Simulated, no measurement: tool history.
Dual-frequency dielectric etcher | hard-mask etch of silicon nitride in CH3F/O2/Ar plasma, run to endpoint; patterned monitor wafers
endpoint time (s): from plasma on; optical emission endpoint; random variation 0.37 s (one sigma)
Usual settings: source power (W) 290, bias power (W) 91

run   hour  source power (W)  bias power (W)  incoming incoming film thickness, nm  endpoint time (s)
  1      0               290              91                                 32.91               48.4
  2   12.3               290              91                                    33               48.1
      94.3  -- wet clean of the chamber
  3   94.8               290              85                                 32.78               50.8
  4  107.4               290              91                                 33.21               50.3
  5  201.6               290              91                                 32.54               48.2
  6  229.1               290              91                                 33.38               48.7
  7  256.2               290              81                                 33.04               51.2
  8  279.8               290              91                                 32.82               48.3
  9  312.2               290              91                                 33.06               48.2
 10  324.9               290              91                                 32.94               48.3
 11  351.3               320              91                                 33.12               46.4
     365.6  -- source power generator calibrated
 12  378.5               320              91                                 32.95                 45
 13  395.3               330              77                                 32.95               48.5
 14  426.1               250              98                                 32.73               50.2
 15  452.6               290              91                                 32.79               47.7
 16  481.7               340              91                                  32.8               43.4
 17    507               290              91                                 33.19               47.3
     512.4  -- bias power generator calibrated
     545.3  -- wet clean of the chamber
     551.4  -- upper electrode replaced
 18  551.9               360              71                                 32.84               49.7
 19  609.8               330              75                                 32.64               50.3
 20  636.1               270              79                                 32.88                 56
 21  651.9               320              85                                 32.74               48.9
 22  675.5               260              91                                 32.81               52.7
 23  699.2               290              91                                 32.88               49.2
 24  726.6               340              79                                 33.18               48.4

Forecast each of these 4 alternatives for the next run:
  A   727               290              69                                 32.86                  ?
  B   727               350              84                                 32.86                  ?
  C   727               290              74                                 32.86                  ?
  D   727               230              76                                 32.86                  ?

run  endpoint time (s)
  A               55.8
  B               46.4
  C               54.2
  D               61.4
Without the tool's hidden state the same runs would have given:
run  endpoint time (s)
  A               56.7
  B               47.2
  C               55.1
  D               62.4

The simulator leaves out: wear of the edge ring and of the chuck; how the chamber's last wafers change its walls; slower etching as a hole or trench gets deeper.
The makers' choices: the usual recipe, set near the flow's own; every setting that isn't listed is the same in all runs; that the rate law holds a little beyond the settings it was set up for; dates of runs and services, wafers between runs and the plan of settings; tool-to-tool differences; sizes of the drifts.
